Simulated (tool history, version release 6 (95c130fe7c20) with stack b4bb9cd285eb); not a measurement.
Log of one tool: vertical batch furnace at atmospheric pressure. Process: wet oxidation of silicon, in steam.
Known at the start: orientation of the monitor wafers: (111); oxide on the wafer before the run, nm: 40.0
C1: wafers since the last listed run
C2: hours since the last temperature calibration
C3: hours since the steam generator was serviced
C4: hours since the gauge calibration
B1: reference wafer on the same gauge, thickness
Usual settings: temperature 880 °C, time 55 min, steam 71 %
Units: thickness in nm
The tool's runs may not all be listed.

Run 1, hour 0: usual settings but steam 80 %; C1 0; C2 3034.5; C3 1281.9; C4 51.2; B1 151.99. Result: thickness 161.56 nm.
Run 2, hour 13.1: usual settings; C1 264; C2 3047.6; C3 1295; C4 64.3; B1 152. Result: thickness 149.45 nm.
Run 3, hour 26: usual settings; C1 260; C2 3060.5; C3 1307.9; C4 77.2; B1 151.88. Result: thickness 149.37 nm.
Run 4, hour 33: usual settings; C1 141; C2 3067.5; C3 1314.9; C4 84.2; B1 152.02. Result: thickness 149.31 nm.
Run 5, hour 45.1: usual settings but temperature 889 °C, time 42 min; C1 244; C2 3079.6; C3 1327; C4 96.3; B1 152.06. Result: thickness 137.32 nm.
At hour 48.5: gauge calibrated.
At hour 75: thermocouples replaced and temperature profile calibrated.
At hour 93.8: steam generator serviced.
Run 6, hour 94.3: usual settings but temperature 889 °C, time 42 min; C1 129; C2 19.3; C3 0.5; C4 45.8; B1 152.06. Result: thickness 133.49 nm.
Run 7, hour 98.7: usual settings but temperature 889 °C, time 42 min; C1 88; C2 23.7; C3 4.9; C4 50.2; B1 151.88. Result: thickness 133.41 nm.
Run 8, hour 103.1: usual settings but time 40 min; C1 88; C2 28.1; C3 9.3; C4 54.6; B1 151.97. Result: thickness 118.41 nm.
Run 9, hour 108.9: usual settings but temperature 905 °C; C1 117; C2 33.9; C3 15.1; C4 60.4; B1 151.92. Result: thickness 185.72 nm.
At hour 138.2: steam generator serviced, repeated, since the last time left the tool worse.
Run 10, hour 138.7: usual settings but temperature 874 °C, time 73 min, steam 66 %; C1 117; C2 63.7; C3 0.5; C4 90.2; B1 151.96. Result: thickness 167.32 nm.
Run 11, hour 143: usual settings but temperature 889 °C, time 42 min; C1 86; C2 68; C3 4.8; C4 94.5; B1 152.1. Result: thickness 142.56 nm.
Run 12, hour 147.4: usual settings but temperature 892 °C, time 41.5 min, steam 80 %; C1 88; C2 72.4; C3 9.2; C4 98.9; B1 151.87. Result: thickness 157.25 nm.
Run 13, hour 153: usual settings but temperature 860 °C, time 79 min, steam 65 %; C1 113; C2 78; C3 14.8; C4 104.5; B1 151.92. Result: thickness 149.47 nm.
At hour 153.9: gauge calibrated.
Run 14, hour 167.3: usual settings but temperature 863 °C, time 78.5 min; C1 289; C2 92.3; C3 29.1; C4 13.4; B1 152.02. Result: thickness 163.4 nm.
Run 15, hour 184.2: usual settings but steam 80 %; C1 341; C2 109.2; C3 46; C4 30.3; B1 151.93. Result: thickness 167.22 nm.
Run 16, hour 193.6: usual settings but time 36 min; C1 190; C2 118.6; C3 55.4; C4 39.7; B1 152.07. Result: thickness 117.97 nm.
Run 17, hour 207.9: usual settings but time 81.5 min; C1 289; C2 132.9; C3 69.7; C4 54; B1 151.96. Result: thickness 201.52 nm.

Forecast each of these 5 alternatives for the next run:
Run A, hour 212.4: usual settings but temperature 899 °C; C1 90; C2 137.4; C3 74.2; C4 58.5; B1 ?. Result: thickness ?.
Run B, hour 212.4: usual settings but time 71 min, steam 82 %; C1 90; C2 137.4; C3 74.2; C4 58.5; B1 ?. Result: thickness ?.
Run C, hour 212.4: usual settings but temperature 892 °C, time 34.5 min, steam 75 %; C1 90; C2 137.4; C3 74.2; C4 58.5; B1 ?. Result: thickness ?.
Run D, hour 212.4: usual settings but time 62 min; C1 90; C2 137.4; C3 74.2; C4 58.5; B1 ?. Result: thickness ?.
Run E, hour 212.4: usual settings but temperature 861 °C, time 36.5 min, steam 65 %; C1 90; C2 137.4; C3 74.2; C4 58.5; B1 ?. Result: thickness ?.

run      B1  thickness
  A  152.05      187.4
  B  152.05     202.56
  C  152.05     133.43
  D  152.05     167.16
  E  152.05       93.9
Without the tool's hidden state the same runs would have given:
run  thickness
  A     188.55
  B     203.85
  C      134.2
  D     168.19
  E      94.36

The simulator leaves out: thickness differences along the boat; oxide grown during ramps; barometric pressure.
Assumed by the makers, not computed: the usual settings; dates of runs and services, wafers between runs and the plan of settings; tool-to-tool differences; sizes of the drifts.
